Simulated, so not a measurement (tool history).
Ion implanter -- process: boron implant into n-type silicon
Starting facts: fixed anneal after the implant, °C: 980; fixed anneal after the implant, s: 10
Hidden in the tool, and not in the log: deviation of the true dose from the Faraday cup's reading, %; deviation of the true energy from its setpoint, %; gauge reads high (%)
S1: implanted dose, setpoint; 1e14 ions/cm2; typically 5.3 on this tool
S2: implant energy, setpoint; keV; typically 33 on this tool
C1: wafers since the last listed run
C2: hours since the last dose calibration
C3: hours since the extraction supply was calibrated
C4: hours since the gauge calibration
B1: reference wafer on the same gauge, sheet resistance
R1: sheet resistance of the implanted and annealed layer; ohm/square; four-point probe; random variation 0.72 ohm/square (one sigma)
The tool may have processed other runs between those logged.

run 1 hour=0 | S1=5.3 S2=38.5 | C1=0 C2=737.6 C3=3596 C4=925.9 | B1=245.73 | R1=220.61
run 2 hour=55.4 | S1=5.3 S2=38.5 | C1=1031 C2=793 C3=3651.4 C4=981.3 | B1=246.14 | R1=220.65
run 3 hour=126.7 | S1=4.12 S2=33 | C1=1327 C2=864.3 C3=3722.7 C4=1052.6 | B1=245.92 | R1=266.58
run 4 hour=151.8 | S1=5.3 S2=33 | C1=467 C2=889.4 C3=3747.8 C4=1077.7 | B1=245.84 | R1=221.32
run 5 hour=203.5 | S1=5.3 S2=33 | C1=962 C2=941.1 C3=3799.5 C4=1129.4 | B1=245.79 | R1=221.17
run 6 hour=238.7 | S1=5.3 S2=33 | C1=655 C2=976.3 C3=3834.7 C4=1164.6 | B1=246.09 | R1=221.13
run 7 hour=282.9 | S1=5.3 S2=33 | C1=822 C2=1020.5 C3=3878.9 C4=1208.8 | B1=245.86 | R1=220.78
run 8 hour=352.8 | S1=5.3 S2=33 | C1=1301 C2=1090.4 C3=3948.8 C4=1278.7 | B1=246.08 | R1=222.62
run 9 hour=409.3 | S1=5.3 S2=33 | C1=1051 C2=1146.9 C3=4005.3 C4=1335.2 | B1=245.9 | R1=223.59
run 10 hour=466.9 | S1=5.3 S2=33 | C1=1072 C2=1204.5 C3=4062.9 C4=1392.8 | B1=245.96 | R1=222.75
-- hour=475.2 gauge calibrated
run 11 hour=493.8 | S1=5.3 S2=33 | C1=500 C2=1231.4 C3=4089.8 C4=18.6 | B1=246.11 | R1=222.9
run 12 hour=551 | S1=5.3 S2=33 | C1=1064 C2=1288.6 C3=4147 C4=75.8 | B1=245.93 | R1=221.99
run 13 hour=579.3 | S1=5.3 S2=33 | C1=526 C2=1316.9 C3=4175.3 C4=104.1 | B1=245.93 | R1=221.66
run 14 hour=632.6 | S1=5.3 S2=33 | C1=992 C2=1370.2 C3=4228.6 C4=157.4 | B1=245.93 | R1=221.54
run 15 hour=661.6 | S1=6.12 S2=22 | C1=539 C2=1399.2 C3=4257.6 C4=186.4 | B1=245.71 | R1=200.67
run 16 hour=711.1 | S1=5.3 S2=26 | C1=921 C2=1448.7 C3=4307.1 C4=235.9 | B1=245.87 | R1=224.35
run 17 hour=751.4 | S1=3.9 S2=43.5 | C1=750 C2=1489 C3=4347.4 C4=276.2 | B1=245.82 | R1=275
-- hour=805.2 Faraday cup replaced and dose calibrated
run 18 hour=811.8 | S1=5.95 S2=42 | C1=975 C2=6.6 C3=4407.8 C4=336.6 | B1=246.06 | R1=198.9
run 19 hour=891.2 | S1=5.3 S2=33 | C1=1478 C2=86 C3=4487.2 C4=416 | B1=245.89 | R1=218.77
run 20 hour=947.6 | S1=6.48 S2=22.5 | C1=1049 C2=142.4 C3=4543.6 C4=472.4 | B1=245.91 | R1=190.21
run 21 hour=974.2 | S1=6.51 S2=38 | C1=495 C2=169 C3=4570.2 C4=499 | B1=245.71 | R1=185.42
run 22 hour=1034.6 | S1=5.3 S2=33 | C1=1124 C2=229.4 C3=4630.6 C4=559.4 | B1=246.02 | R1=221.75
run 23 hour=1094.9 | S1=5.3 S2=33 | C1=1122 C2=289.7 C3=4690.9 C4=619.7 | B1=245.92 | R1=220.69
-- hour=1135.6 extraction supply calibrated
run 24 hour=1166.7 | S1=5.3 S2=33 | C1=1187 C2=361.5 C3=31.1 C4=691.5 | B1=245.93 | R1=221.48
run 25 hour=1217.6 | S1=4.07 S2=39 | C1=947 C2=412.4 C3=82 C4=742.4 | B1=245.93 | R1=268.33
run 26 hour=1287.4 | S1=5.3 S2=29 | C1=1299 C2=482.2 C3=151.8 C4=812.2 | B1=245.88 | R1=223.34
run 27 hour=1337.7 | S1=4.26 S2=26 | C1=936 C2=532.5 C3=202.1 C4=862.5 | B1=245.96 | R1=264.49
run 28 hour=1550.4 | S1=5.3 S2=33 | C1=3959 C2=745.2 C3=414.8 C4=1075.2 | B1=246.01 | R1=221.38

Entry by entry between the runs, the difference in hidden state between the last listed run before and the first listed run after:
Logged between run 10 and run 11: gauge calibrated (hour 475.2)
  deviation of the true dose from the Faraday cup's reading, %: -1.66 -> -1.68
  difference, measured minus the result without the unlogged condition, R1: +2.88 -> +2.91 ohm/square
Logged between run 17 and run 18: Faraday cup replaced and dose calibrated (hour 805.2)
  deviation of the true dose from the Faraday cup's reading, %: -1.77 -> -0.171
  difference, measured minus the result without the unlogged condition, R1: +3.41 -> +0.26 ohm/square
Logged between run 23 and run 24: extraction supply calibrated (hour 1135.6)
  deviation of the true dose from the Faraday cup's reading, %: -1.06 -> -1.22
  difference, measured minus the result without the unlogged condition, R1: +1.81 -> +2.1 ohm/square

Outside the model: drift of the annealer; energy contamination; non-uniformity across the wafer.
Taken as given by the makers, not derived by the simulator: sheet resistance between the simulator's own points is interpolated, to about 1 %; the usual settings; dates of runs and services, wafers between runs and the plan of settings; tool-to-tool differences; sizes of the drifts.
